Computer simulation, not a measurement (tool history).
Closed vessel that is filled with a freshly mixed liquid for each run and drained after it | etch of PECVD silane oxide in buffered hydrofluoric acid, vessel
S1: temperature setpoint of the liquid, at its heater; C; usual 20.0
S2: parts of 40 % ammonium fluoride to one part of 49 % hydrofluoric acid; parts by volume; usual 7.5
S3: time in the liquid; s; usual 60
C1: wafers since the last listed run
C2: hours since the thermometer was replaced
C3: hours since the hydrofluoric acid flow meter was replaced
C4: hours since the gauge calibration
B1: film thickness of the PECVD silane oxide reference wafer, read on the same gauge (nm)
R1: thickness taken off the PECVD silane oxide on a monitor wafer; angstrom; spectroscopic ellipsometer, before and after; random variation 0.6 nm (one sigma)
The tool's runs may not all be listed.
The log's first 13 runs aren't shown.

run     day    S1    S2  S3    C1     C2      C3      C4     B1      R1
     23.483  -- thermometer replaced
 14  24.638  20.0   7.5  60  9078   27.7   474.2  1909.1  69.96  1765.8
 15  27.454  20.0  10.5  75  8766   95.3   541.8  1976.7  69.97  1620.9
     27.675  -- gauge calibrated
 16  28.829  24.0   7.5  30  4279  128.3   574.8    27.7  69.95  1099.1
 17  30.542  20.0   7.5  60  5330  169.4   615.9    68.8  69.98  1770.8
 18  32.350  20.0   7.5  30  5628  212.8   659.3   112.2  70.01   886.1
 19  33.579  20.0   7.5  60  3825  242.3   688.8   141.7  70.04  1766.7
 20  35.975  17.0   5.0  40  7456  299.8   746.3   199.2  70.00  1443.8
 21  37.575  20.0   8.5  60  4979  338.2   784.7   237.6  70.01  1553.1
 22  40.012  20.0   5.0  35  7586  396.7   843.2   296.1  69.95  1504.7
 23  42.667  18.5   7.5  60  8261  460.4   906.9   359.8  69.98  1639.8
 24  43.767  18.5   8.5  90  3423  486.8   933.3   386.2  70.02  2147.4
 25  45.696  17.0   7.5  90  6004  533.1   979.6   432.5  69.99  2263.1
 26  48.558  25.0   5.0  85  8909  601.8  1048.3   501.2  70.00  4796.4
 27  51.158  22.5   5.0  50  8092  664.2  1110.7   563.6  70.01  2479.3
 28  53.333  20.0  10.0  75  6769  716.4  1162.9   615.8  70.01  1717.9
 29  55.100  17.0   9.5  35  5498  758.8  1205.3   658.2  70.01   709.3
 30  56.333  20.0   7.5  60  3838  788.4  1234.9   687.8  70.05  1793.8
 31  58.512  20.0   7.5  60  6782  840.7  1287.2   740.1  69.99  1792.3

Forecast each of these 5 alternatives for the next run:
  A  58.542  20.0  6.5  60  90  841.4  1287.9  740.8   ?   ?
  B  58.542  22.0  6.5  75  90  841.4  1287.9  740.8   ?   ?
  C  58.542  23.5  6.5  70  90  841.4  1287.9  740.8   ?   ?
  D  58.542  20.0  7.5  35  90  841.4  1287.9  740.8   ?   ?
  E  58.542  22.5  7.5  50  90  841.4  1287.9  740.8   ?   ?

run     B1      R1
  A  69.97  2066.3
  B  69.97  2884.9
  C  69.97  2922.6
  D  69.97  1042.7
  E  69.97  1710.1
Without the tool's hidden state the same runs would have given:
run      R1
  A  2043.5
  B  2854.4
  C  2892.7
  D  1037.5
  E  1702.5

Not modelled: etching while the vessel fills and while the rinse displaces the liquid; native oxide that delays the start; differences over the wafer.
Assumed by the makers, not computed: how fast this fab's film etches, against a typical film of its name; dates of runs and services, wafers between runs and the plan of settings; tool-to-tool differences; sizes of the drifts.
